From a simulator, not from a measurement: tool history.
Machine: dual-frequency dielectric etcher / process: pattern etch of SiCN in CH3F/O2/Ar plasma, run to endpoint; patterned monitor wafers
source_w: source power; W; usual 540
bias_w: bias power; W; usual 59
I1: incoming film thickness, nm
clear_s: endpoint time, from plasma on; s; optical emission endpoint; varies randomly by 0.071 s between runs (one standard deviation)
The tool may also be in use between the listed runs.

Run 1, day 0: usual settings but bias_w 47 W; I1 5.76. Result: clear_s 16.9 s.
Run 2, day 1.167: usual settings but bias_w 47 W; I1 5.69. Result: clear_s 16.6 s.
Run 3, day 1.979: usual settings but bias_w 47 W; I1 5.71. Result: clear_s 16.6 s.
Run 4, day 3.058: usual settings but source_w 570 W; I1 5.77. Result: clear_s 16 s.
Run 5, day 4.362: usual settings but source_w 570 W; I1 5.75. Result: clear_s 16 s.
Run 6, day 5.558: usual settings but source_w 570 W; I1 5.65. Result: clear_s 15.6 s.
Run 7, day 6.4: usual settings; I1 5.78. Result: clear_s 16.4 s.
Run 8, day 7.825: usual settings; I1 5.71. Result: clear_s 16.2 s.
Run 9, day 8.933: usual settings but source_w 590 W; I1 5.69. Result: clear_s 15.6 s.
Run 10, day 9.608: usual settings but source_w 580 W; I1 5.67. Result: clear_s 15.7 s.
At day 10.429: bias power generator calibrated.
Run 11, day 10.862: usual settings but source_w 580 W; I1 5.69. Result: clear_s 16 s.
Run 12, day 11.504: usual settings but source_w 580 W; I1 5.7. Result: clear_s 15.8 s.
At day 13.146: wet clean of the chamber.
Run 13, day 13.167: usual settings; I1 5.68. Result: clear_s 15.6 s.
Run 14, day 14.875: usual settings but source_w 650 W, bias_w 47 W; I1 5.64. Result: clear_s 15 s.
Run 15, day 15.488: usual settings but bias_w 63 W; I1 5.7. Result: clear_s 15.7 s.
Run 16, day 16.829: usual settings; I1 5.71. Result: clear_s 15.8 s.
Run 17, day 18.212: usual settings but source_w 410 W, bias_w 69 W; I1 5.7. Result: clear_s 16.8 s.
Run 18, day 18.767: usual settings but source_w 600 W, bias_w 66 W; I1 5.7. Result: clear_s 15 s.
At day 20: upper electrode replaced.
Run 19, day 20.021: usual settings but source_w 630 W, bias_w 46 W; I1 5.63. Result: clear_s 15.5 s.
At day 23.683: source power generator calibrated.
Run 20, day 23.704: usual settings but source_w 460 W; I1 5.71. Result: clear_s 16.8 s.
Run 21, day 24.567: usual settings but bias_w 47 W; I1 5.69. Result: clear_s 16.6 s.
Run 22, day 25.167: usual settings but source_w 660 W, bias_w 44 W; I1 5.71. Result: clear_s 15.8 s.
Run 23, day 26.55: usual settings; I1 5.72. Result: clear_s 16.2 s.
Run 24, day 28.588: usual settings but source_w 470 W, bias_w 73 W; I1 5.67. Result: clear_s 16.1 s.
Run 25, day 29.696: usual settings but source_w 440 W; I1 5.71. Result: clear_s 17.1 s.
Run 26, day 31.067: usual settings but bias_w 47 W; I1 5.75. Result: clear_s 16.9 s.

Branching from run 26: 3 alternative next runs. What would each branch give?
Run A, day 31.083: usual settings; I1 5.72. Result: clear_s ?.
Run B, day 31.083: usual settings but source_w 670 W, bias_w 54 W; I1 5.72. Result: clear_s ?.
Run C, day 31.083: usual settings but source_w 500 W, bias_w 48 W; I1 5.72. Result: clear_s ?.

run  clear_s
  A     16.4
  B     15.4
  C     17.3
Without the tool's hidden state the same runs would have given:
run  clear_s
  A     15.9
  B       15
  C     16.9

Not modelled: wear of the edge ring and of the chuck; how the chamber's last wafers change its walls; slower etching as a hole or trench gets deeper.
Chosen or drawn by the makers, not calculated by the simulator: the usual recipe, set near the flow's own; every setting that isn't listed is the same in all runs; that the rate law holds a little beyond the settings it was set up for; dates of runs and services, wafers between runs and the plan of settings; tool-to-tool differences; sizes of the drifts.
